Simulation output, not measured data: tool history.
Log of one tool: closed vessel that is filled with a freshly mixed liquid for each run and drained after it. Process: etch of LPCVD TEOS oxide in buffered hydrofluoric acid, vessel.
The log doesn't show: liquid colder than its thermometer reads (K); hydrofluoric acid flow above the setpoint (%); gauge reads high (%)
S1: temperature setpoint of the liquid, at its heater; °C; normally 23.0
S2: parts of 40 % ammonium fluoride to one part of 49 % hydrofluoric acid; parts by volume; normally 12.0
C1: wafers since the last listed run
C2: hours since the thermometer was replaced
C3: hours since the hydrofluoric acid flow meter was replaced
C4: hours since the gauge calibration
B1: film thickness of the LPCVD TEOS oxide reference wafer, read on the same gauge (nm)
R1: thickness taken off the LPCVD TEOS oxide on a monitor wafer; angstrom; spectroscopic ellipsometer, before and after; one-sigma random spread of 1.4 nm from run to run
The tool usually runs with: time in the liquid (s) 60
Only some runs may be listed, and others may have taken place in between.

run 1 hour=0.0 | S1=23.0 S2=12.0 time_in_the_liquid_(s)=60 | C1=0 C2=2650.4 C3=173.2 C4=769.6 | B1=40.02 | R1=1806.1
run 2 hour=19.8 | S1=23.0 S2=13.5 time_in_the_liquid_(s)=60 | C1=1306 C2=2670.2 C3=193.0 C4=789.4 | B1=39.97 | R1=1630.3
run 3 hour=34.7 | S1=23.0 S2=13.5 time_in_the_liquid_(s)=60 | C1=983 C2=2685.1 C3=207.9 C4=804.3 | B1=40.01 | R1=1640.1
run 4 hour=140.8 | S1=23.0 S2=13.5 time_in_the_liquid_(s)=60 | C1=7001 C2=2791.2 C3=314.0 C4=910.4 | B1=40.01 | R1=1639.4
run 5 hour=152.8 | S1=20.0 S2=15.0 time_in_the_liquid_(s)=60 | C1=791 C2=2803.2 C3=326.0 C4=922.4 | B1=39.99 | R1=1231.2
run 6 hour=171.4 | S1=20.0 S2=15.0 time_in_the_liquid_(s)=60 | C1=1227 C2=2821.8 C3=344.6 C4=941.0 | B1=40.00 | R1=1248.3
run 7 hour=206.1 | S1=23.0 S2=8.5 time_in_the_liquid_(s)=60 | C1=2289 C2=2856.5 C3=379.3 C4=975.7 | B1=39.99 | R1=2506.6
-- hour=214.9 gauge calibrated
run 8 hour=229.7 | S1=23.0 S2=8.5 time_in_the_liquid_(s)=60 | C1=1557 C2=2880.1 C3=402.9 C4=14.8 | B1=40.01 | R1=2507.0
run 9 hour=242.8 | S1=23.0 S2=8.5 time_in_the_liquid_(s)=60 | C1=864 C2=2893.2 C3=416.0 C4=27.9 | B1=40.02 | R1=2523.4
run 10 hour=270.9 | S1=19.5 S2=12.0 time_in_the_liquid_(s)=60 | C1=1854 C2=2921.3 C3=444.1 C4=56.0 | B1=39.99 | R1=1498.7
run 11 hour=290.8 | S1=23.0 S2=15.5 time_in_the_liquid_(s)=60 | C1=1313 C2=2941.2 C3=464.0 C4=75.9 | B1=40.01 | R1=1440.9
run 12 hour=315.9 | S1=23.0 S2=15.5 time_in_the_liquid_(s)=60 | C1=1656 C2=2966.3 C3=489.1 C4=101.0 | B1=40.00 | R1=1436.8
run 13 hour=339.8 | S1=23.0 S2=12.0 time_in_the_liquid_(s)=60 | C1=1577 C2=2990.2 C3=513.0 C4=124.9 | B1=40.00 | R1=1855.6
run 14 hour=370.3 | S1=23.0 S2=12.0 time_in_the_liquid_(s)=60 | C1=2012 C2=3020.7 C3=543.5 C4=155.4 | B1=40.00 | R1=1849.2
run 15 hour=385.7 | S1=25.5 S2=12.0 time_in_the_liquid_(s)=60 | C1=1016 C2=3036.1 C3=558.9 C4=170.8 | B1=39.99 | R1=2134.1
run 16 hour=407.9 | S1=23.0 S2=12.0 time_in_the_liquid_(s)=90 | C1=1465 C2=3058.3 C3=581.1 C4=193.0 | B1=39.99 | R1=2773.2
run 17 hour=427.6 | S1=21.0 S2=12.0 time_in_the_liquid_(s)=35 | C1=1300 C2=3078.0 C3=600.8 C4=212.7 | B1=40.01 | R1=967.1
run 18 hour=440.2 | S1=23.0 S2=12.0 time_in_the_liquid_(s)=60 | C1=831 C2=3090.6 C3=613.4 C4=225.3 | B1=40.01 | R1=1857.1
run 19 hour=463.9 | S1=25.0 S2=12.0 time_in_the_liquid_(s)=60 | C1=1564 C2=3114.3 C3=637.1 C4=249.0 | B1=40.01 | R1=2079.5
-- hour=466.0 thermometer replaced
run 20 hour=489.1 | S1=23.0 S2=15.5 time_in_the_liquid_(s)=30 | C1=1597 C2=23.1 C3=662.3 C4=274.2 | B1=40.00 | R1=839.1
run 21 hour=504.6 | S1=21.5 S2=13.5 time_in_the_liquid_(s)=80 | C1=1022 C2=38.6 C3=677.8 C4=289.7 | B1=40.00 | R1=2372.2
-- hour=510.2 hydrofluoric acid flow meter replaced
run 22 hour=534.7 | S1=21.0 S2=14.5 time_in_the_liquid_(s)=85 | C1=1920 C2=68.7 C3=24.5 C4=319.8 | B1=40.01 | R1=2131.2
run 23 hour=553.5 | S1=20.0 S2=15.0 time_in_the_liquid_(s)=60 | C1=1240 C2=87.5 C3=43.3 C4=338.6 | B1=39.99 | R1=1376.2
run 24 hour=580.1 | S1=23.0 S2=12.0 time_in_the_liquid_(s)=60 | C1=1755 C2=114.1 C3=69.9 C4=365.2 | B1=39.99 | R1=2054.1
run 25 hour=601.7 | S1=23.0 S2=7.0 time_in_the_liquid_(s)=60 | C1=1425 C2=135.7 C3=91.5 C4=386.8 | B1=40.00 | R1=3412.4
run 26 hour=624.8 | S1=23.0 S2=12.0 time_in_the_liquid_(s)=95 | C1=1524 C2=158.8 C3=114.6 C4=409.9 | B1=40.00 | R1=3237.6
run 27 hour=655.8 | S1=23.0 S2=8.5 time_in_the_liquid_(s)=60 | C1=2045 C2=189.8 C3=145.6 C4=440.9 | B1=39.99 | R1=2757.5
run 28 hour=705.3 | S1=23.0 S2=12.0 time_in_the_liquid_(s)=60 | C1=3266 C2=239.3 C3=195.1 C4=490.4 | B1=40.00 | R1=2040.2
run 29 hour=738.0 | S1=23.0 S2=12.0 time_in_the_liquid_(s)=60 | C1=2157 C2=272.0 C3=227.8 C4=523.1 | B1=40.00 | R1=2049.8
run 30 hour=771.0 | S1=20.5 S2=13.5 time_in_the_liquid_(s)=75 | C1=2177 C2=305.0 C3=260.8 C4=556.1 | B1=40.02 | R1=2011.2
run 31 hour=792.2 | S1=23.0 S2=9.0 time_in_the_liquid_(s)=60 | C1=1399 C2=326.2 C3=282.0 C4=577.3 | B1=40.00 | R1=2670.8
run 32 hour=827.5 | S1=26.5 S2=16.5 time_in_the_liquid_(s)=80 | C1=2329 C2=361.5 C3=317.3 C4=612.6 | B1=40.02 | R1=2429.7

What if the next run were any one of these 5? Each begins from the tool's condition after run 32:
run A hour=828.2 | S1=23.0 S2=12.0 time_in_the_liquid_(s)=60 | C1=46 C2=362.2 C3=318.0 C4=613.3 | B1=? | R1=?
run B hour=828.2 | S1=26.0 S2=12.0 time_in_the_liquid_(s)=60 | C1=46 C2=362.2 C3=318.0 C4=613.3 | B1=? | R1=?
run C hour=828.2 | S1=23.0 S2=15.0 time_in_the_liquid_(s)=60 | C1=46 C2=362.2 C3=318.0 C4=613.3 | B1=? | R1=?
run D hour=828.2 | S1=21.0 S2=7.5 time_in_the_liquid_(s)=90 | C1=46 C2=362.2 C3=318.0 C4=613.3 | B1=? | R1=?
run E hour=828.2 | S1=24.5 S2=9.5 time_in_the_liquid_(s)=30 | C1=46 C2=362.2 C3=318.0 C4=613.3 | B1=? | R1=?

run=A B1=40.00 R1=2054.6
run=B B1=40.00 R1=2419.9
run=C B1=40.00 R1=1651.3
run=D B1=40.00 R1=4313.5
run=E B1=40.00 R1=1351.6
The same runs, with their run-to-run variation unchanged, on a tool lacking any hidden condition would have given:
run=A R1=2010.9
run=B R1=2367.2
run=C R1=1615.8
run=D R1=4200.8
run=E R1=1346.3
